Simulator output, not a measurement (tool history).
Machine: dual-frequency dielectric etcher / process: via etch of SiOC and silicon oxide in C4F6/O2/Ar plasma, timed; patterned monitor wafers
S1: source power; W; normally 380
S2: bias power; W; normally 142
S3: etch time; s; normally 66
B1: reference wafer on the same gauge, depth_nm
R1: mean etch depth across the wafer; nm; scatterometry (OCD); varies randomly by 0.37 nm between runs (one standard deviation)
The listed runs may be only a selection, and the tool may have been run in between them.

run 1 hour=0 | S1=430 S2=163 S3=66 | B1=70.4 | R1=73.6
run 2 hour=13.4 | S1=380 S2=142 S3=66 | B1=70.4 | R1=68.4
run 3 hour=22.2 | S1=380 S2=142 S3=66 | B1=70.4 | R1=67.8
run 4 hour=29.3 | S1=380 S2=142 S3=66 | B1=70.4 | R1=68.4
run 5 hour=45.7 | S1=380 S2=142 S3=66 | B1=70.5 | R1=68.4
run 6 hour=52 | S1=380 S2=142 S3=66 | B1=70.2 | R1=67.7
run 7 hour=67.4 | S1=380 S2=142 S3=66 | B1=70.6 | R1=68.7
run 8 hour=82.2 | S1=380 S2=142 S3=66 | B1=70.3 | R1=68.7
run 9 hour=98.2 | S1=380 S2=142 S3=66 | B1=70.4 | R1=68.9
run 10 hour=104.7 | S1=310 S2=166 S3=60.5 | B1=70.5 | R1=61.4
run 11 hour=111.7 | S1=380 S2=154 S3=56.5 | B1=70.4 | R1=59.7
run 12 hour=120.1 | S1=380 S2=120 S3=56.5 | B1=70.3 | R1=57.1
run 13 hour=134.1 | S1=380 S2=142 S3=66 | B1=70.4 | R1=68.4
run 14 hour=169 | S1=340 S2=142 S3=47 | B1=70.4 | R1=47.4
run 15 hour=169.4 | S1=450 S2=125 S3=54.5 | B1=70.3 | R1=58.8
run 16 hour=169.7 | S1=380 S2=153 S3=80 | B1=70.5 | R1=86.2
run 17 hour=177.2 | S1=450 S2=142 S3=66 | B1=70.4 | R1=73.1
run 18 hour=187.8 | S1=440 S2=142 S3=71.5 | B1=70.5 | R1=79.3
run 19 hour=218 | S1=380 S2=120 S3=56.5 | B1=70.3 | R1=55.1
run 20 hour=218.3 | S1=380 S2=132 S3=58 | B1=70.3 | R1=57.7
run 21 hour=233.3 | S1=380 S2=162 S3=66 | B1=70.4 | R1=69.3
run 22 hour=246.5 | S1=380 S2=142 S3=66 | B1=70.5 | R1=66.6
run 23 hour=260.2 | S1=470 S2=151 S3=84.5 | B1=70.3 | R1=94.2
run 24 hour=277.1 | S1=350 S2=117 S3=72.5 | B1=70.5 | R1=68.6
run 25 hour=291.4 | S1=380 S2=127 S3=50.5 | B1=70.4 | R1=50.1
run 26 hour=297.6 | S1=380 S2=166 S3=66 | B1=70.3 | R1=69.1
run 27 hour=311.7 | S1=380 S2=142 S3=66 | B1=70.4 | R1=66.9
run 28 hour=329.7 | S1=380 S2=142 S3=49.5 | B1=70.3 | R1=51
run 29 hour=344.5 | S1=380 S2=142 S3=66 | B1=70.3 | R1=67.6
run 30 hour=356 | S1=380 S2=142 S3=66 | B1=70.5 | R1=66.8

Between the runs listed above, the log contained 5 entries, not reproduced here. Where in the sequence does each belong, and how does what the log doesn't record of the tool's condition differ from the listed run before to the listed run after?
From run 13 to run 14: gauge calibrated (hour 156.1); upper electrode replaced (hour 168.5)
  etch rate over this chamber's usual, %: 3.8 -> 4.12
  difference, measured minus the result without the unlogged condition, R1: +2.5 -> +1.8 nm
From run 18 to run 19: wet clean of the chamber (hour 217.5)
  etch rate over this chamber's usual, %: 4.29 -> 0.382
  difference, measured minus the result without the unlogged condition, R1: +3.2 -> +0.2 nm
From run 20 to run 21: source power generator calibrated (hour 228.1)
  etch rate over this chamber's usual, %: 0.385 -> 0.522
  difference, measured minus the result without the unlogged condition, R1: +0.2 -> +0.4 nm
From run 22 to run 23: bias power generator calibrated (hour 253.7)
  etch rate over this chamber's usual, %: 0.642 -> 0.767
  difference, measured minus the result without the unlogged condition, R1: +0.4 -> +0.8 nm
